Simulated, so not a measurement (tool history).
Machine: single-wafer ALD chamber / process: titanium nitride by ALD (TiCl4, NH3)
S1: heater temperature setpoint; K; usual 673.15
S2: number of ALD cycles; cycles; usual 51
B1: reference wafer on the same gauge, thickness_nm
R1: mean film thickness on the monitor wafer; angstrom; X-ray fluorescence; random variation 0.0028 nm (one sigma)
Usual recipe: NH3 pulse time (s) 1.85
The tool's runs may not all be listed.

run 1 hour=0.0 | S1=673.15 S2=51 NH3_pulse_time_(s)=1.85 | B1=1.180 | R1=11.25
run 2 hour=107.4 | S1=673.15 S2=51 NH3_pulse_time_(s)=1.85 | B1=1.180 | R1=11.27
run 3 hour=197.9 | S1=673.15 S2=51 NH3_pulse_time_(s)=1.85 | B1=1.180 | R1=11.22
run 4 hour=290.2 | S1=673.15 S2=51 NH3_pulse_time_(s)=1.85 | B1=1.180 | R1=11.22
run 5 hour=398.1 | S1=673.15 S2=51 NH3_pulse_time_(s)=1.85 | B1=1.180 | R1=11.25
run 6 hour=493.8 | S1=673.15 S2=51 NH3_pulse_time_(s)=1.85 | B1=1.180 | R1=11.25
run 7 hour=600.2 | S1=673.15 S2=51 NH3_pulse_time_(s)=1.85 | B1=1.181 | R1=11.24
run 8 hour=703.6 | S1=673.15 S2=51 NH3_pulse_time_(s)=1.85 | B1=1.180 | R1=11.27
-- hour=780.2 showerhead replaced
run 9 hour=892.0 | S1=673.15 S2=51 NH3_pulse_time_(s)=1.85 | B1=1.180 | R1=11.25
run 10 hour=979.0 | S1=673.15 S2=51 NH3_pulse_time_(s)=1.85 | B1=1.180 | R1=11.26
-- hour=990.6 gauge calibrated
run 11 hour=1065.2 | S1=683.15 S2=44 NH3_pulse_time_(s)=2.44 | B1=1.180 | R1=9.85
run 12 hour=1121.1 | S1=679.15 S2=57 NH3_pulse_time_(s)=2.25 | B1=1.181 | R1=12.73
-- hour=1182.4 thermocouple changed; heater temperature recalibrated
run 13 hour=1182.9 | S1=681.15 S2=61 NH3_pulse_time_(s)=2.45 | B1=1.180 | R1=13.63
run 14 hour=1261.3 | S1=673.15 S2=51 NH3_pulse_time_(s)=1.85 | B1=1.180 | R1=11.25
run 15 hour=1324.4 | S1=659.15 S2=44 NH3_pulse_time_(s)=2.49 | B1=1.180 | R1=9.72
run 16 hour=1375.9 | S1=673.15 S2=46 NH3_pulse_time_(s)=2.46 | B1=1.180 | R1=10.33
run 17 hour=1458.9 | S1=680.15 S2=54 NH3_pulse_time_(s)=2.42 | B1=1.180 | R1=12.08
run 18 hour=1616.4 | S1=673.15 S2=51 NH3_pulse_time_(s)=1.85 | B1=1.180 | R1=11.27
run 19 hour=1679.4 | S1=673.15 S2=51 NH3_pulse_time_(s)=1.48 | B1=1.180 | R1=11.11
run 20 hour=1754.7 | S1=673.15 S2=46 NH3_pulse_time_(s)=1.85 | B1=1.180 | R1=10.17

Branching from run 20: 3 alternative next runs. What would each branch give?
run A hour=1755.2 | S1=673.15 S2=51 NH3_pulse_time_(s)=1.85 | B1=? | R1=?
run B hour=1755.2 | S1=662.15 S2=51 NH3_pulse_time_(s)=2.38 | B1=? | R1=?
run C hour=1755.2 | S1=673.15 S2=47 NH3_pulse_time_(s)=1.85 | B1=? | R1=?

run=A B1=1.180 R1=11.30
run=B B1=1.180 R1=11.34
run=C B1=1.180 R1=10.41
Had the tool no hidden state, the same runs would have come out as:
run=A R1=11.30
run=B R1=11.34
run=C R1=10.41

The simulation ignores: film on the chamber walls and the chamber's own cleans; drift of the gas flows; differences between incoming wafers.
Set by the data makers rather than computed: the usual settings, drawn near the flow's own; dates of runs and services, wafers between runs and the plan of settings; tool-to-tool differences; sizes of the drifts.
